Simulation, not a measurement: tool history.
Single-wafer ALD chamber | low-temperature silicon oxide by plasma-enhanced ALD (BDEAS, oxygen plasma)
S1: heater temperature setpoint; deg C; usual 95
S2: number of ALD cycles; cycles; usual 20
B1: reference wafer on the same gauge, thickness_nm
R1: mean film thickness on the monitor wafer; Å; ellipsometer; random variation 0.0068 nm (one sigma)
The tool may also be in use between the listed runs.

run	hour	S1	S2	B1	R1
1	0.0	95	20	2.490	30.86
2	25.6	95	20	2.490	30.87
3	58.0	99	20	2.490	30.57
4	86.2	99	20	2.491	30.48
5	108.6	99	20	2.491	30.53
# hour 124.6: gauge calibrated
6	126.9	95	20	2.489	30.87
7	141.6	95	20	2.491	30.85
8	157.1	95	20	2.489	30.97
9	176.0	95	20	2.489	30.88
10	231.8	95	18	2.489	27.73
11	253.5	95	18	2.489	27.81
12	288.5	95	18	2.492	27.76
13	313.1	89	23	2.490	36.07
14	346.3	110	23	2.491	34.38
15	362.1	105	19	2.492	28.72
16	387.5	95	21	2.491	32.38
17	418.2	86	16	2.490	25.35
18	437.2	95	22	2.489	34.07
# hour 453.1: thermocouple changed; heater temperature recalibrated
19	467.9	87	24	2.490	37.94
# hour 550.0: gauge calibrated
20	553.0	83	17	2.492	27.18
21	599.5	99	23	2.490	34.91
22	633.1	85	20	2.491	31.90
23	654.4	95	20	2.491	30.78
24	685.2	95	20	2.490	30.83
25	702.7	95	23	2.492	35.49

The tool's hidden state at each run:
wafer temperature above the value expected at the setpoint (K): 0 in every run
gauge reads high (%): 0 in every run
